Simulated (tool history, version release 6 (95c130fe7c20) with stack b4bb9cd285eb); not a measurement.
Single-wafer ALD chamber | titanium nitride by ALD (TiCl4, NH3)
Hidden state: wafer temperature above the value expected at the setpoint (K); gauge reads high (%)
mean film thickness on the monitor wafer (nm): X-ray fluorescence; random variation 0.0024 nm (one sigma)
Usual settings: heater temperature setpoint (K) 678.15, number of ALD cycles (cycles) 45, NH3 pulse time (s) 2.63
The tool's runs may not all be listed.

| run | day | heater temperature setpoint (K) | number of ALD cycles (cycles) | NH3 pulse time (s) | wafers since the last listed run | hours since the last thermocouple change | hours since the showerhead was replaced | hours since the gauge calibration | read-back reference wafer on the same gauge, thickness_nm | mean film thickness on the monitor wafer (nm) |
|---|---|---|---|---|---|---|---|---|---|---|
| 1 | 0.000 | 687.15 | 45 | 2.63 | 0 | 274.0 | 2554.8 | 40.7 | 1.128 | 0.972 |
| 2 | 1.567 | 687.15 | 45 | 2.63 | 177 | 311.6 | 2592.4 | 78.3 | 1.125 | 0.968 |
| 3 | 2.846 | 678.15 | 45 | 2.63 | 145 | 342.3 | 2623.1 | 109.0 | 1.123 | 0.968 |
| 4 | 5.358 | 678.15 | 51 | 2.63 | 284 | 402.6 | 2683.4 | 169.3 | 1.121 | 1.098 |
| 5 | 6.596 | 678.15 | 45 | 2.63 | 140 | 432.3 | 2713.1 | 199.0 | 1.121 | 0.966 |
| 6 | 8.771 | 678.15 | 45 | 2.63 | 246 | 484.5 | 2765.3 | 251.2 | 1.119 | 0.962 |
| 7 | 10.617 | 678.15 | 45 | 2.63 | 209 | 528.8 | 2809.6 | 295.5 | 1.116 | 0.965 |
| 8 | 13.429 | 682.15 | 45 | 2.63 | 319 | 596.3 | 2877.1 | 363.0 | 1.115 | 0.957 |
| 9 | 20.983 | 682.15 | 45 | 2.63 | 856 | 777.6 | 3058.4 | 544.3 | 1.112 | 0.962 |
| 10 | 23.675 | 678.15 | 43 | 2.63 | 305 | 842.2 | 3123.0 | 608.9 | 1.110 | 0.915 |
| 11 | 25.783 | 678.15 | 43 | 2.63 | 239 | 892.8 | 3173.6 | 659.5 | 1.111 | 0.912 |
|  | 28.350 | thermocouple changed; heater temperature recalibrated |
| 12 | 28.371 | 678.15 | 45 | 2.63 | 255 | 0.5 | 3235.7 | 721.6 | 1.110 | 0.957 |
| 13 | 29.529 | 678.15 | 45 | 2.63 | 131 | 28.3 | 3263.5 | 749.4 | 1.109 | 0.953 |
| 14 | 31.646 | 678.15 | 45 | 2.63 | 240 | 79.1 | 3314.3 | 800.2 | 1.108 | 0.957 |
| 15 | 33.250 | 678.15 | 45 | 3.03 | 181 | 117.6 | 3352.8 | 838.7 | 1.108 | 0.955 |
| 16 | 34.504 | 678.15 | 45 | 3.03 | 142 | 147.7 | 3382.9 | 868.8 | 1.108 | 0.959 |
| 17 | 36.958 | 678.15 | 45 | 3.03 | 278 | 206.6 | 3441.8 | 927.7 | 1.109 | 0.960 |
| 18 | 38.862 | 678.15 | 45 | 2.63 | 215 | 252.3 | 3487.5 | 973.4 | 1.107 | 0.957 |
| 19 | 41.058 | 688.15 | 53 | 2.07 | 249 | 305.0 | 3540.2 | 1026.1 | 1.107 | 1.118 |
|  | 41.458 | gauge calibrated |
| 20 | 44.042 | 690.15 | 52 | 1.73 | 338 | 376.6 | 3611.8 | 62.0 | 1.126 | 1.110 |
| 21 | 46.446 | 670.15 | 53 | 2.63 | 272 | 434.3 | 3669.5 | 119.7 | 1.122 | 1.138 |
| 22 | 47.554 | 678.15 | 53 | 3.12 | 125 | 460.9 | 3696.1 | 146.3 | 1.120 | 1.146 |
| 23 | 49.829 | 678.15 | 45 | 3.56 | 258 | 515.5 | 3750.7 | 200.9 | 1.119 | 0.971 |
| 24 | 51.117 | 670.15 | 42 | 3.06 | 146 | 546.4 | 3781.6 | 231.8 | 1.118 | 0.900 |
| 25 | 53.900 | 678.15 | 45 | 2.63 | 315 | 613.2 | 3848.4 | 298.6 | 1.115 | 0.959 |
| 26 | 55.100 | 673.15 | 45 | 2.63 | 136 | 642.0 | 3877.2 | 327.4 | 1.115 | 0.958 |
| 27 | 56.329 | 685.15 | 45 | 3.02 | 139 | 671.5 | 3906.7 | 356.9 | 1.114 | 0.961 |
| 28 | 57.512 | 678.15 | 50 | 2.32 | 134 | 699.9 | 3935.1 | 385.3 | 1.115 | 1.062 |
|  | 58.462 | showerhead replaced |
| 29 | 58.558 | 692.15 | 45 | 3.22 | 80 | 725.0 | 2.3 | 410.4 | 1.112 | 0.968 |
| 30 | 61.546 | 665.15 | 41 | 2.35 | 338 | 796.7 | 74.0 | 482.1 | 1.112 | 0.865 |
|  | 68.850 | thermocouple changed; heater temperature recalibrated |
| 31 | 69.933 | 687.15 | 45 | 2.63 | 913 | 26.0 | 275.3 | 683.4 | 1.108 | 0.957 |
| 32 | 72.850 | 691.15 | 45 | 2.63 | 330 | 96.0 | 345.3 | 753.4 | 1.108 | 0.960 |
| 33 | 74.283 | 678.15 | 37 | 2.63 | 162 | 130.4 | 379.7 | 787.8 | 1.108 | 0.786 |
| 34 | 76.317 | 678.15 | 52 | 2.63 | 230 | 179.2 | 428.5 | 836.6 | 1.108 | 1.101 |
| 35 | 78.775 | 678.15 | 45 | 2.63 | 278 | 238.2 | 487.5 | 895.6 | 1.107 | 0.954 |

The same runs without the tool's hidden state, with the same run-to-run variation:
| run | mean film thickness on the monitor wafer (nm) |
|---|---|
| 1 | 0.972 |
| 2 | 0.970 |
| 3 | 0.972 |
| 4 | 1.105 |
| 5 | 0.973 |
| 6 | 0.971 |
| 7 | 0.974 |
| 8 | 0.969 |
| 9 | 0.977 |
| 10 | 0.929 |
| 11 | 0.927 |
| 12 | 0.973 |
| 13 | 0.969 |
| 14 | 0.974 |
| 15 | 0.973 |
| 16 | 0.976 |
| 17 | 0.978 |
| 18 | 0.974 |
| 19 | 1.140 |
| 20 | 1.112 |
| 21 | 1.144 |
| 22 | 1.153 |
| 23 | 0.979 |
| 24 | 0.908 |
| 25 | 0.970 |
| 26 | 0.969 |
| 27 | 0.973 |
| 28 | 1.076 |
| 29 | 0.981 |
| 30 | 0.878 |
| 31 | 0.974 |
| 32 | 0.977 |
| 33 | 0.800 |
| 34 | 1.121 |
| 35 | 0.973 |
